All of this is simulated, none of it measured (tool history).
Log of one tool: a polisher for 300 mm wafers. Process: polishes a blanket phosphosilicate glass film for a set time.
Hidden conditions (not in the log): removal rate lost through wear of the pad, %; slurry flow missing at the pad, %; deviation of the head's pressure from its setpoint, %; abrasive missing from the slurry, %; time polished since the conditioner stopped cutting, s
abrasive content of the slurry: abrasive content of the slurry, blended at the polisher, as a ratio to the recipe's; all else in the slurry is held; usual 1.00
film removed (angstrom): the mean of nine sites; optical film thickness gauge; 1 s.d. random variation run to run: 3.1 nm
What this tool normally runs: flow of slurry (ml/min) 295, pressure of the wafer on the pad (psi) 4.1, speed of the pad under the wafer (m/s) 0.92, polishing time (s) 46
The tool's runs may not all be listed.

run	hour	flow of slurry (ml/min)	pressure of the wafer on the pad (psi)	speed of the pad under the wafer (m/s)	abrasive content of the slurry	polishing time (s)	wafers since the last listed run	wafers polished on this pad	hours since the slurry nozzle was cleaned	hours since the head pressure was calibrated	hours since the slurry blender was calibrated	hours since the conditioning disc was replaced	incoming thickness of the incoming film, nm	film removed (angstrom)
1	0.0	270	4.1	0.92	1.00	46	0	619	319.3	444.0	250.4	152.8	1841.9	3896
2	17.4	270	4.1	0.92	1.00	46	126	745	336.7	461.4	267.8	170.2	1834.3	3868
3	32.0	270	4.1	0.92	1.00	46	106	852	351.3	476.0	282.4	184.8	1845.4	3847
4	42.3	295	4.1	0.92	1.10	46	74	926	361.6	486.3	292.7	195.1	1819.7	4054
5	54.6	295	4.1	0.92	1.10	46	89	1016	373.9	498.6	305.0	207.4	1828.7	4042
6	66.0	295	4.1	0.92	1.00	46	82	1099	385.3	510.0	316.4	218.8	1827.7	3889
# hour 76.9: conditioning disc replaced and pad reconditioned
# hour 79.4: worn pad replaced by a new one
7	79.9	295	4.1	0.92	1.00	46	67	3	399.2	523.9	330.3	3.0	1799.6	3899
# hour 86.2: head pressure recalibrated
8	94.3	295	3.7	0.92	1.00	46	90	93	413.6	8.1	344.7	17.4	1814.2	3475
9	105.7	270	3.6	0.92	0.90	56	82	176	425.0	19.5	356.1	28.8	1876.9	4002
10	113.5	375	4.1	0.92	1.00	46	56	233	432.8	27.3	363.9	36.6	1849.5	3933
# hour 122.0: slurry nozzle cleaned
# hour 126.5: slurry blender recalibrated
11	129.8	295	4.1	0.92	1.00	46	96	329	7.8	43.6	3.3	52.9	1810.6	3940
12	143.7	255	4.1	0.92	1.00	46	100	430	21.7	57.5	17.2	66.8	1844.6	3850
13	154.3	295	4.8	0.92	1.25	46	77	507	32.3	68.1	27.8	77.4	1850.3	4916
14	161.9	295	4.1	0.92	1.00	46	55	562	39.9	75.7	35.4	85.0	1829.6	3977

Consider 5 possible next runs. They are alternatives, not a sequence: every one starts from the tool as it was left by run 14. What does each give?
A	162.3	295	4.1	0.92	0.80	46	2	565	40.3	76.1	35.8	85.4	1869.4	?
B	162.3	325	4.1	0.92	1.00	57	2	565	40.3	76.1	35.8	85.4	1869.4	?
C	162.3	355	4.1	0.72	1.00	41	2	565	40.3	76.1	35.8	85.4	1869.4	?
D	162.3	380	4.1	0.78	1.00	46	2	565	40.3	76.1	35.8	85.4	1869.4	?
E	162.3	250	4.1	0.64	1.30	35	2	565	40.3	76.1	35.8	85.4	1869.4	?

run	film removed (angstrom)
A	3562
B	4851
C	3027
D	3574
E	2607
Had the tool no hidden state, the same runs would have come out as:
run	film removed (angstrom)
A	3562
B	4851
C	3027
D	3574
E	2607

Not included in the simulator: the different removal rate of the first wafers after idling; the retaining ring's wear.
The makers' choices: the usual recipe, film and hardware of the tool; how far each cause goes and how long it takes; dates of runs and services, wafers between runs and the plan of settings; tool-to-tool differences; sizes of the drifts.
